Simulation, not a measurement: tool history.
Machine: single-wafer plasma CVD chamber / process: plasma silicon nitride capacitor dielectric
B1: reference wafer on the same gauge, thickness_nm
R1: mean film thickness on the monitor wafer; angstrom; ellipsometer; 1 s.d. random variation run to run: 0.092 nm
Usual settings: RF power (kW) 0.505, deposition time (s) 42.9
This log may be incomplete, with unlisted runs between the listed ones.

{"run": 1, "day": 0.0, "RF power (kW)": 0.43, "deposition time (s)": 42.9, "B1": 69.119, "R1": 558.3}
{"run": 2, "day": 0.371, "RF power (kW)": 0.43, "deposition time (s)": 42.9, "B1": 69.116, "R1": 558.82}
{"run": 3, "day": 1.879, "RF power (kW)": 0.43, "deposition time (s)": 42.9, "B1": 69.077, "R1": 555.02}
{"run": 4, "day": 2.625, "RF power (kW)": 0.505, "deposition time (s)": 37.2, "B1": 69.094, "R1": 512.37}
{"run": 5, "day": 3.371, "RF power (kW)": 0.505, "deposition time (s)": 37.2, "B1": 69.115, "R1": 513.08}
{"run": 6, "day": 4.025, "RF power (kW)": 0.505, "deposition time (s)": 48.9, "B1": 69.116, "R1": 673.83}
{"run": 7, "day": 4.525, "RF power (kW)": 0.505, "deposition time (s)": 48.2, "B1": 69.088, "R1": 664.86}
{"run": 8, "day": 4.854, "RF power (kW)": 0.505, "deposition time (s)": 48.2, "B1": 69.112, "R1": 665.16}
{"run": 9, "day": 5.183, "RF power (kW)": 0.505, "deposition time (s)": 48.2, "B1": 69.114, "R1": 663.66}
{"run": 10, "day": 5.925, "RF power (kW)": 0.505, "deposition time (s)": 42.9, "B1": 69.086, "R1": 591.39}
{"run": 11, "day": 6.283, "RF power (kW)": 0.505, "deposition time (s)": 42.9, "B1": 69.101, "R1": 591.83}
{"run": 12, "day": 6.675, "RF power (kW)": 0.505, "deposition time (s)": 48.3, "B1": 69.085, "R1": 665.14}
{"run": 13, "day": 7.35, "RF power (kW)": 0.505, "deposition time (s)": 48.3, "B1": 69.101, "R1": 666.08}
{"run": 14, "day": 7.788, "RF power (kW)": 0.505, "deposition time (s)": 48.3, "B1": 69.111, "R1": 667.18}
{"run": 15, "day": 8.267, "RF power (kW)": 0.505, "deposition time (s)": 42.9, "B1": 69.105, "R1": 591.11}
{"run": 16, "day": 8.779, "RF power (kW)": 0.505, "deposition time (s)": 42.9, "B1": 69.115, "R1": 592.36}
{"run": 17, "day": 9.246, "RF power (kW)": 0.505, "deposition time (s)": 42.9, "B1": 69.096, "R1": 590.83}
{"run": 18, "day": 9.762, "RF power (kW)": 0.44, "deposition time (s)": 48.4, "B1": 69.129, "R1": 633.85}
{"run": 19, "day": 10.258, "RF power (kW)": 0.44, "deposition time (s)": 48.4, "B1": 69.079, "R1": 632.96}
{"run": 20, "day": 10.746, "RF power (kW)": 0.45, "deposition time (s)": 42.9, "B1": 69.107, "R1": 565.34}
{"run": 21, "day": 11.4, "RF power (kW)": 0.505, "deposition time (s)": 42.9, "B1": 69.113, "R1": 592.29}
{"run": 22, "day": 11.804, "RF power (kW)": 0.505, "deposition time (s)": 42.9, "B1": 69.093, "R1": 589.66}
{"run": 23, "day": 12.133, "RF power (kW)": 0.47, "deposition time (s)": 49.8, "B1": 69.09, "R1": 668.71}
{"run": 24, "day": 12.654, "RF power (kW)": 0.505, "deposition time (s)": 39.6, "B1": 69.088, "R1": 543.73}
{"run": 25, "day": 12.921, "RF power (kW)": 0.505, "deposition time (s)": 42.9, "B1": 69.108, "R1": 589.84}
{"run": 26, "day": 13.275, "RF power (kW)": 0.465, "deposition time (s)": 51.3, "B1": 69.102, "R1": 684.43}
{"run": 27, "day": 13.862, "RF power (kW)": 0.57, "deposition time (s)": 35.7, "B1": 69.108, "R1": 513.25}
{"run": 28, "day": 14.496, "RF power (kW)": 0.455, "deposition time (s)": 39.2, "B1": 69.097, "R1": 516.84}
{"run": 29, "day": 15.088, "RF power (kW)": 0.46, "deposition time (s)": 38.3, "B1": 69.106, "R1": 508.32}
{"run": 30, "day": 15.625, "RF power (kW)": 0.425, "deposition time (s)": 48.2, "B1": 69.089, "R1": 620.78}
{"run": 31, "day": 15.958, "RF power (kW)": 0.565, "deposition time (s)": 46.4, "B1": 69.086, "R1": 664.73}
{"run": 32, "day": 16.312, "RF power (kW)": 0.505, "deposition time (s)": 42.9, "B1": 69.107, "R1": 590.89}
{"run": 33, "day": 16.788, "RF power (kW)": 0.41, "deposition time (s)": 49.2, "B1": 69.102, "R1": 622.86}
{"run": 34, "day": 17.758, "RF power (kW)": 0.505, "deposition time (s)": 38.8, "B1": 69.096, "R1": 551.28}
{"run": 35, "day": 18.092, "RF power (kW)": 0.45, "deposition time (s)": 51.3, "B1": 69.12, "R1": 697.93}
{"run": 36, "day": 18.588, "RF power (kW)": 0.505, "deposition time (s)": 50.5, "B1": 69.069, "R1": 717.39}
{"run": 37, "day": 20.804, "RF power (kW)": 0.505, "deposition time (s)": 40.6, "B1": 69.094, "R1": 578.13}
{"run": 38, "day": 21.092, "RF power (kW)": 0.56, "deposition time (s)": 40.4, "B1": 69.087, "R1": 595.84}
{"run": 39, "day": 21.533, "RF power (kW)": 0.575, "deposition time (s)": 36.0, "B1": 69.127, "R1": 537.04}
{"run": 40, "day": 22.142, "RF power (kW)": 0.505, "deposition time (s)": 42.9, "B1": 69.096, "R1": 609.57}
{"run": 41, "day": 22.667, "RF power (kW)": 0.45, "deposition time (s)": 48.7, "B1": 69.1, "R1": 663.33}
{"run": 42, "day": 22.925, "RF power (kW)": 0.57, "deposition time (s)": 35.7, "B1": 69.115, "R1": 531.48}

Put back what was entered between runs (3 entries, withheld): which listed runs does each sit between, and how does the hidden state differ from the listed run before to the listed run after?
Logged between run 17 and run 18: gauge calibrated (day 9.662); showerhead replaced (day 9.738)
  delivered RF power above the setpoint (%): -8.45 -> -8.49
  what was measured, less what the result would be without the hidden state, R1: -20.02 -> -21.59 angstrom
Logged between run 33 and run 34: RF generator calibrated (day 17.738)
  delivered RF power above the setpoint (%): -9.03 -> -0.261
  what was measured, less what the result would be without the hidden state, R1: -22.67 -> -0.54 angstrom

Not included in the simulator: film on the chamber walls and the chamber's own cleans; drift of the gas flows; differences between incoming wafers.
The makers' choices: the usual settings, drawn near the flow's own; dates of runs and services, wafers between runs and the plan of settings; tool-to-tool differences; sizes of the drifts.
